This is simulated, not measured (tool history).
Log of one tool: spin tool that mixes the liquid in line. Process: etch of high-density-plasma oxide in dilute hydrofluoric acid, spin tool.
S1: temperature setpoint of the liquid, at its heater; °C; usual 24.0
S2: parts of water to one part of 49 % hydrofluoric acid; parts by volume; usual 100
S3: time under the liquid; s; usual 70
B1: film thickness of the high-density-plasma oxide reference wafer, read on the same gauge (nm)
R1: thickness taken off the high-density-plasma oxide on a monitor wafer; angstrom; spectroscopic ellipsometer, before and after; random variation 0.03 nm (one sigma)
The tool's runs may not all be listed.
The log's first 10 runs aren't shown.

| run | hour | S1 | S2 | S3 | B1 | R1 |
|---|---|---|---|---|---|---|
| 11 | 900.0 | 24.0 | 85 | 45 | 139.992 | 35.94 |
| 12 | 1000.2 | 24.0 | 85 | 45 | 140.005 | 35.82 |
| 13 | 1230.1 | 24.0 | 85 | 45 | 140.001 | 36.41 |
| 14 | 1330.9 | 24.0 | 115 | 90 | 139.956 | 51.55 |
| 15 | 1385.4 | 24.0 | 100 | 85 | 139.989 | 58.12 |
| 16 | 1421.4 | 27.0 | 70 | 70 | 140.012 | 80.39 |
| 17 | 1504.2 | 24.0 | 100 | 70 | 139.986 | 47.61 |
|  | 1567.2 | hydrofluoric acid flow meter replaced |
| 18 | 1641.4 | 27.0 | 60 | 85 | 139.987 | 112.16 |
| 19 | 1748.2 | 24.0 | 100 | 55 | 140.038 | 37.33 |
| 20 | 1817.4 | 21.5 | 115 | 70 | 139.979 | 35.87 |
| 21 | 1881.6 | 24.0 | 125 | 45 | 139.985 | 23.53 |
| 22 | 1966.2 | 24.0 | 60 | 45 | 140.041 | 53.65 |
|  | 1984.8 | thermometer replaced |
|  | 2022.8 | gauge calibrated |
| 23 | 2047.9 | 29.0 | 125 | 35 | 140.030 | 22.32 |
| 24 | 2113.1 | 19.5 | 70 | 90 | 139.999 | 76.19 |
| 25 | 2220.6 | 24.0 | 100 | 70 | 139.997 | 47.98 |
| 26 | 2313.8 | 19.0 | 100 | 105 | 139.995 | 57.84 |
| 27 | 2385.7 | 24.0 | 100 | 70 | 139.958 | 48.28 |
| 28 | 2447.5 | 24.0 | 140 | 105 | 139.979 | 49.76 |
|  | 2476.4 | hydrofluoric acid flow meter replaced |
| 29 | 2544.9 | 24.0 | 100 | 70 | 140.015 | 46.29 |
| 30 | 2584.1 | 24.0 | 120 | 40 | 139.991 | 21.64 |
| 31 | 2648.3 | 24.0 | 100 | 70 | 139.970 | 46.56 |
| 32 | 2745.2 | 25.5 | 145 | 105 | 140.021 | 49.20 |

Forecast each of these 4 alternatives for the next run:
| A | 2745.6 | 24.0 | 100 | 70 | ? | ? |
| B | 2745.6 | 20.5 | 70 | 70 | ? | ? |
| C | 2745.6 | 26.5 | 60 | 40 | ? | ? |
| D | 2745.6 | 20.5 | 100 | 80 | ? | ? |

| run | B1 | R1 |
|---|---|---|
| A | 139.998 | 47.45 |
| B | 139.998 | 60.93 |
| C | 139.998 | 52.58 |
| D | 139.998 | 47.10 |
Without the tool's hidden state the same runs would have given:
| run | R1 |
|---|---|
| A | 46.74 |
| B | 60.05 |
| C | 51.81 |
| D | 46.40 |
